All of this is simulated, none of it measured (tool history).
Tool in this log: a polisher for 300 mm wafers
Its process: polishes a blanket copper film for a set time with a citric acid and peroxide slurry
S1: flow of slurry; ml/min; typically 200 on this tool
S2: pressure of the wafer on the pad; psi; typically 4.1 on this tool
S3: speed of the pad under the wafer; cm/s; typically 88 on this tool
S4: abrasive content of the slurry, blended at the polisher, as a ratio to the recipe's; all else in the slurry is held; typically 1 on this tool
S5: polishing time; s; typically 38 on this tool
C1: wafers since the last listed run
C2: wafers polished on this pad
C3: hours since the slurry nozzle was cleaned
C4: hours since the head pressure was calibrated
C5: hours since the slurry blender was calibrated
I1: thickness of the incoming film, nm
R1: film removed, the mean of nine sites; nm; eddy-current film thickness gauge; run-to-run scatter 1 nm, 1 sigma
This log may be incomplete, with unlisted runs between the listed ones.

{"run": 1, "hour": 0.0, "S1": 200, "S2": 4.1, "S3": 88, "S4": 1, "S5": 38, "C1": 0, "C2": 7, "C3": 556.1, "C4": 1086.4, "C5": 47.7, "I1": 543.8, "R1": 108.9}
{"run": 2, "hour": 11.3, "S1": 200, "S2": 4.1, "S3": 88, "S4": 1, "S5": 38, "C1": 93, "C2": 101, "C3": 567.4, "C4": 1097.7, "C5": 59, "I1": 547.8, "R1": 105.4}
{"run": 3, "hour": 19.8, "S1": 200, "S2": 4.1, "S3": 88, "S4": 1, "S5": 38, "C1": 70, "C2": 171, "C3": 575.9, "C4": 1106.2, "C5": 67.5, "I1": 548.3, "R1": 104.2}
{"run": 4, "hour": 27.6, "S1": 200, "S2": 4.1, "S3": 88, "S4": 1, "S5": 38, "C1": 64, "C2": 236, "C3": 583.7, "C4": 1114, "C5": 75.3, "I1": 537.8, "R1": 101.4}
{"run": 5, "hour": 41.9, "S1": 200, "S2": 4.1, "S3": 112, "S4": 1, "S5": 38, "C1": 118, "C2": 354, "C3": 598, "C4": 1128.3, "C5": 89.6, "I1": 544.6, "R1": 118.9}
{"run": 6, "hour": 51.3, "S1": 200, "S2": 4.1, "S3": 112, "S4": 1, "S5": 38, "C1": 77, "C2": 432, "C3": 607.4, "C4": 1137.7, "C5": 99, "I1": 538.9, "R1": 118}
{"run": 7, "hour": 63.4, "S1": 200, "S2": 4.1, "S3": 112, "S4": 1, "S5": 38, "C1": 100, "C2": 533, "C3": 619.5, "C4": 1149.8, "C5": 111.1, "I1": 541.1, "R1": 117.2}
{"hour": 68.9, "done": "worn pad replaced by a new one, of another model than before"}
{"run": 8, "hour": 76.0, "S1": 200, "S2": 4.1, "S3": 88, "S4": 1, "S5": 38, "C1": 71, "C2": 58, "C3": 632.1, "C4": 1162.4, "C5": 123.7, "I1": 538.7, "R1": 106.5}
{"run": 9, "hour": 82.3, "S1": 200, "S2": 4.1, "S3": 88, "S4": 1, "S5": 38, "C1": 52, "C2": 110, "C3": 638.4, "C4": 1168.7, "C5": 130, "I1": 529.8, "R1": 103.9}
{"run": 10, "hour": 90.6, "S1": 200, "S2": 4.1, "S3": 88, "S4": 1, "S5": 38, "C1": 68, "C2": 179, "C3": 646.7, "C4": 1177, "C5": 138.3, "I1": 548.9, "R1": 104.5}
{"run": 11, "hour": 96.7, "S1": 180, "S2": 3, "S3": 88, "S4": 1, "S5": 38, "C1": 50, "C2": 230, "C3": 652.8, "C4": 1183.1, "C5": 144.4, "I1": 533.9, "R1": 91.3}
{"run": 12, "hour": 112.4, "S1": 180, "S2": 3, "S3": 88, "S4": 1, "S5": 38, "C1": 130, "C2": 360, "C3": 668.5, "C4": 1198.8, "C5": 160.1, "I1": 541.4, "R1": 92.3}
{"run": 13, "hour": 119.7, "S1": 265, "S2": 4.1, "S3": 106, "S4": 1, "S5": 38, "C1": 60, "C2": 420, "C3": 675.8, "C4": 1206.1, "C5": 167.4, "I1": 537.4, "R1": 111.3}
{"run": 14, "hour": 128.5, "S1": 200, "S2": 4.1, "S3": 88, "S4": 1, "S5": 38, "C1": 72, "C2": 493, "C3": 684.6, "C4": 1214.9, "C5": 176.2, "I1": 535.1, "R1": 101.3}
{"run": 15, "hour": 145.1, "S1": 200, "S2": 4.9, "S3": 80, "S4": 0.7, "S5": 38, "C1": 137, "C2": 631, "C3": 701.2, "C4": 1231.5, "C5": 192.8, "I1": 537.1, "R1": 98}
{"hour": 150.4, "done": "worn pad replaced by a new one"}
{"run": 16, "hour": 157.6, "S1": 200, "S2": 4.7, "S3": 108, "S4": 1.2, "S5": 42, "C1": 70, "C2": 59, "C3": 713.7, "C4": 1244, "C5": 205.3, "I1": 537.9, "R1": 139}
{"run": 17, "hour": 175.3, "S1": 200, "S2": 4.1, "S3": 88, "S4": 0.8, "S5": 38, "C1": 146, "C2": 206, "C3": 731.4, "C4": 1261.7, "C5": 223, "I1": 531.3, "R1": 100.7}
{"hour": 188.4, "done": "slurry blender recalibrated"}
{"run": 18, "hour": 188.9, "S1": 170, "S2": 4.1, "S3": 116, "S4": 1, "S5": 35, "C1": 96, "C2": 302, "C3": 745, "C4": 1275.3, "C5": 0.5, "I1": 533.7, "R1": 103.2}
{"hour": 194.7, "done": "head pressure recalibrated"}
{"run": 19, "hour": 196.2, "S1": 200, "S2": 2.8, "S3": 116, "S4": 1, "S5": 38, "C1": 43, "C2": 346, "C3": 752.3, "C4": 1.5, "C5": 7.8, "I1": 544.1, "R1": 102.2}
{"run": 20, "hour": 213.8, "S1": 200, "S2": 4.1, "S3": 88, "S4": 1, "S5": 38, "C1": 145, "C2": 492, "C3": 769.9, "C4": 19.1, "C5": 25.4, "I1": 544.6, "R1": 100.8}
{"run": 21, "hour": 224.0, "S1": 200, "S2": 2.7, "S3": 88, "S4": 1, "S5": 44, "C1": 84, "C2": 576, "C3": 780.1, "C4": 29.3, "C5": 35.6, "I1": 541.7, "R1": 104.3}
{"hour": 229.7, "done": "slurry nozzle cleaned"}
{"hour": 235.9, "done": "worn pad replaced by a new one"}
{"run": 22, "hour": 236.4, "S1": 200, "S2": 5, "S3": 88, "S4": 1, "S5": 32, "C1": 61, "C2": 4, "C3": 6.7, "C4": 41.7, "C5": 48, "I1": 538, "R1": 98.2}
{"run": 23, "hour": 243.1, "S1": 200, "S2": 3.2, "S3": 72, "S4": 1.2, "S5": 38, "C1": 55, "C2": 59, "C3": 13.4, "C4": 48.4, "C5": 54.7, "I1": 537.9, "R1": 95.5}
{"run": 24, "hour": 254.8, "S1": 150, "S2": 4.1, "S3": 88, "S4": 1.1, "S5": 51, "C1": 96, "C2": 156, "C3": 25.1, "C4": 60.1, "C5": 66.4, "I1": 550.6, "R1": 138.7}
{"run": 25, "hour": 264.8, "S1": 200, "S2": 4.1, "S3": 78, "S4": 1, "S5": 44, "C1": 82, "C2": 239, "C3": 35.1, "C4": 70.1, "C5": 76.4, "I1": 540.6, "R1": 113.7}
{"run": 26, "hour": 276.7, "S1": 160, "S2": 4.1, "S3": 88, "S4": 0.8, "S5": 44, "C1": 98, "C2": 338, "C3": 47, "C4": 82, "C5": 88.3, "I1": 547.4, "R1": 113.1}
{"run": 27, "hour": 282.9, "S1": 200, "S2": 4.1, "S3": 88, "S4": 0.75, "S5": 38, "C1": 51, "C2": 389, "C3": 53.2, "C4": 88.2, "C5": 94.5, "I1": 548.2, "R1": 97.6}
{"run": 28, "hour": 297.0, "S1": 200, "S2": 4.1, "S3": 88, "S4": 1, "S5": 51, "C1": 116, "C2": 506, "C3": 67.3, "C4": 102.3, "C5": 108.6, "I1": 539.8, "R1": 137.7}
{"hour": 309.0, "done": "worn pad replaced by a new one"}
{"run": 29, "hour": 309.5, "S1": 200, "S2": 4.1, "S3": 88, "S4": 1, "S5": 38, "C1": 70, "C2": 4, "C3": 79.8, "C4": 114.8, "C5": 121.1, "I1": 535.3, "R1": 107.1}

State the hidden condition of the tool at each of the runs:
slurry flow missing at the pad, %: 0 across all the runs
deviation of the head's pressure from its setpoint, %: 0 across all the runs
abrasive missing from the slurry, %: 0 across all the runs
H1: removal rate lost through wear of the pad, %
run=1 H1=0.736
run=2 H1=3.89
run=3 H1=5.48
run=4 H1=6.53
run=5 H1=7.78
run=6 H1=8.28
run=7 H1=8.71
run=8 H1=2.65
run=9 H1=4.16
run=10 H1=5.64
run=11 H1=6.46
run=12 H1=7.84
run=13 H1=8.24
run=14 H1=8.59
run=15 H1=8.99
run=16 H1=2.41
run=17 H1=5.84
run=18 H1=7.23
run=19 H1=7.72
run=20 H1=8.44
run=21 H1=8.68
run=22 H1=0.198
run=23 H1=2.27
run=24 H1=4.79
run=25 H1=6.18
run=26 H1=7.24
run=27 H1=7.63
run=28 H1=8.22
run=29 H1=1.93
